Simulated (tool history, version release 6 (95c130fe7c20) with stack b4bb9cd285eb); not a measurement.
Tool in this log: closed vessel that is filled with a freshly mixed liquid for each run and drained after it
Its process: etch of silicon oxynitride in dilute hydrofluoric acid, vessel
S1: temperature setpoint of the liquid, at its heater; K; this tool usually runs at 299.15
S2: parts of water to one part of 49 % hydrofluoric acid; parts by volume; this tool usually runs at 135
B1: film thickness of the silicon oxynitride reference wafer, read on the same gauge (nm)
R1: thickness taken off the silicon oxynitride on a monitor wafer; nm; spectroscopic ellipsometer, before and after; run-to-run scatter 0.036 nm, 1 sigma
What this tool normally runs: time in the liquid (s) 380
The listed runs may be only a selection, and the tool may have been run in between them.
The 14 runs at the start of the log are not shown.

run 15 hour=895.7 | S1=294.65 S2=205 time_in_the_liquid_(s)=240 | B1=59.984 | R1=1.455
run 16 hour=1035.3 | S1=297.15 S2=95 time_in_the_liquid_(s)=255 | B1=59.994 | R1=4.108
run 17 hour=1109.8 | S1=300.65 S2=175 time_in_the_liquid_(s)=480 | B1=59.998 | R1=4.621
run 18 hour=1198.9 | S1=294.15 S2=115 time_in_the_liquid_(s)=550 | B1=59.978 | R1=6.291
run 19 hour=1245.9 | S1=301.65 S2=175 time_in_the_liquid_(s)=380 | B1=59.943 | R1=3.805
run 20 hour=1289.4 | S1=303.15 S2=135 time_in_the_liquid_(s)=380 | B1=60.009 | R1=5.516
run 21 hour=1365.6 | S1=300.65 S2=175 time_in_the_liquid_(s)=480 | B1=59.980 | R1=4.636
-- hour=1401.4 hydrofluoric acid flow meter replaced
run 22 hour=1440.3 | S1=299.15 S2=155 time_in_the_liquid_(s)=250 | B1=59.994 | R1=2.574
run 23 hour=1513.2 | S1=296.15 S2=90 time_in_the_liquid_(s)=255 | B1=60.000 | R1=4.287
run 24 hour=1581.8 | S1=295.65 S2=135 time_in_the_liquid_(s)=600 | B1=59.988 | R1=6.271
run 25 hour=1654.1 | S1=299.15 S2=135 time_in_the_liquid_(s)=380 | B1=60.012 | R1=4.677
-- hour=1704.5 thermometer replaced
run 26 hour=1735.8 | S1=301.65 S2=90 time_in_the_liquid_(s)=285 | B1=59.947 | R1=5.567
run 27 hour=1830.4 | S1=294.65 S2=155 time_in_the_liquid_(s)=380 | B1=60.069 | R1=2.932
run 28 hour=1890.3 | S1=296.65 S2=185 time_in_the_liquid_(s)=235 | B1=60.007 | R1=1.633
run 29 hour=1941.6 | S1=302.65 S2=200 time_in_the_liquid_(s)=320 | B1=59.949 | R1=2.636
run 30 hour=2002.5 | S1=299.15 S2=165 time_in_the_liquid_(s)=380 | B1=59.949 | R1=3.414
run 31 hour=2098.5 | S1=303.15 S2=90 time_in_the_liquid_(s)=380 | B1=60.007 | R1=7.979
run 32 hour=2142.5 | S1=302.15 S2=175 time_in_the_liquid_(s)=380 | B1=59.934 | R1=3.635
run 33 hour=2190.8 | S1=299.15 S2=135 time_in_the_liquid_(s)=380 | B1=60.030 | R1=4.227
run 34 hour=2261.9 | S1=299.15 S2=135 time_in_the_liquid_(s)=380 | B1=59.975 | R1=4.279

3 ways to go on from here, each from the tool as it stands after run 34. What would each give?
run A hour=2262.7 | S1=295.65 S2=135 time_in_the_liquid_(s)=380 | B1=? | R1=?
run B hour=2262.7 | S1=301.65 S2=205 time_in_the_liquid_(s)=245 | B1=? | R1=?
run C hour=2262.7 | S1=297.15 S2=160 time_in_the_liquid_(s)=500 | B1=? | R1=?

run=A B1=60.048 R1=3.607
run=B B1=60.048 R1=1.887
run=C B1=60.048 R1=4.207
The same runs, with their run-to-run variation unchanged, on a tool lacking any hidden condition would have given:
run=A R1=3.509
run=B R1=1.840
run=C R1=4.096
